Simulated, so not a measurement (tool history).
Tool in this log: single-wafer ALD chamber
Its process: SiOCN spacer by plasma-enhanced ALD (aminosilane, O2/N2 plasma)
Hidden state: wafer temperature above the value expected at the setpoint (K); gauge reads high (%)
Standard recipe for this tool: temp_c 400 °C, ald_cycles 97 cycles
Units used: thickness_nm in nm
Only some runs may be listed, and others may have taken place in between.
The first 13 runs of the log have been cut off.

run    hour  temp_c  ald_cycles  wafers since the last listed run  hours since the last thermocouple change  hours since the gauge calibration  read-back reference wafer on the same gauge, thickness_nm  thickness_nm
 14   651.7     400          97                                82                                    1339.4                             1321.6                                                      4.924          5.21
 15   703.8     400          97                               167                                    1391.5                             1373.7                                                      4.919         5.237
 16   752.7     400          97                               157                                    1440.4                             1422.6                                                       4.92         5.205
 17   801.9     403          97                               158                                    1489.6                             1471.8                                                      4.918         5.155
 18   853.8     403          97                               166                                    1541.5                             1523.7                                                      4.922         5.148
 19   901.9     400         103                               154                                    1589.6                             1571.8                                                       4.92         5.518
 20   941.1     400         103                               126                                    1628.8                               1611                                                      4.921         5.567
 21   995.4     400         103                               174                                    1683.1                             1665.3                                                      4.918         5.523
 22  1063.9     400          87                               220                                    1751.6                             1733.8                                                      4.918         4.662
 23  1122.2     404          78                               187                                    1809.9                             1792.1                                                      4.922         4.124
 24  1154.3     387         114                               103                                      1842                             1824.2                                                       4.92         6.113
 25  1189.7     400          97                               113                                    1877.4                             1859.6                                                      4.919         5.225
     1204.9  -- thermocouple changed; heater temperature recalibrated
 26  1261.4     406          81                               204                                      56.5                             1931.3                                                       4.92         4.261
 27  1301.2     400          97                               127                                      96.3                             1971.1                                                      4.919         5.203
 28  1325.8     400          80                                79                                     120.9                             1995.7                                                       4.92         4.293
 29  1372.5     400          97                               150                                     167.6                             2042.4                                                      4.922         5.213
 30  1406.5     400         109                               109                                     201.6                             2076.4                                                      4.921         5.873
 31  1448.9     403          97                               136                                       244                             2118.8                                                      4.918         5.173
 32  1478.5     400         114                                95                                     273.6                             2148.4                                                      4.919         6.114
 33    1545     414          81                               213                                     340.1                             2214.9                                                      4.917         4.143

What does the tool deliver on the next run?
 34  1598.4     400         113                               171                                     393.5                             2268.3                                                          ?             ?

Run 34 produced read-back reference wafer on the same gauge, thickness_nm 4.918, thickness_nm 6.065 nm.
Take away the tool's hidden state, keep the run-to-run variation as it was, and the same run would have given thickness_nm 6.065 nm.
